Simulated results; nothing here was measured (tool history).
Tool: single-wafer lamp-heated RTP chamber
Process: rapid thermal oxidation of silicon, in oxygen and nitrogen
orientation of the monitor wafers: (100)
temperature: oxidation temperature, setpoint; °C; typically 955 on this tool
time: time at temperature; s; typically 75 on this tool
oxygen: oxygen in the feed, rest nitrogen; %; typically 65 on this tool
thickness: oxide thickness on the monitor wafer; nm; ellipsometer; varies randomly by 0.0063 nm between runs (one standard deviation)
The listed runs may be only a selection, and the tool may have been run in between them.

run,hour,temperature,time,oxygen,"read-back reference wafer on the same gauge, thickness",thickness
1,0,955,75,65,3.67,4.254
2,37.9,955,75,65,3.669,4.255
3,88.5,955,75,65,3.666,4.27
4,156.5,955,75,65,3.67,4.276
5,191,955,75,65,3.67,4.271
6,247.6,955,75,65,3.673,4.267
# hour 265.1: gauge calibrated
7,301,955,75,65,3.673,4.285
# hour 328.6: oxygen flow controller replaced
8,350.1,967,75,45,3.672,4.164
9,396.8,955,94,55,3.668,4.482
# hour 453.8: pyrometer window cleaned and pyrometer calibrated
10,454.3,955,103,55,3.668,4.573
11,514.3,955,75,47,3.669,3.861
12,561.2,955,75,65,3.67,4.254
13,586.5,955,75,89,3.67,4.685
14,644.3,973,88,65,3.671,5.171
15,714.8,985,96,76,3.668,6.204

Each row is a separate what-if for the run after 15, all from the same tool condition, not one after another. Results?
A,715.2,955,75,48,?,?
B,715.2,970,75,80,?,?
C,715.2,983,75,65,?,?

run,"read-back reference wafer on the same gauge, thickness",thickness
A,3.67,3.895
B,3.67,5.063
C,3.67,5.192
The same runs, with their run-to-run variation unchanged, on a tool lacking any hidden condition would have given:
run,thickness
A,3.869
B,5.023
C,5.152
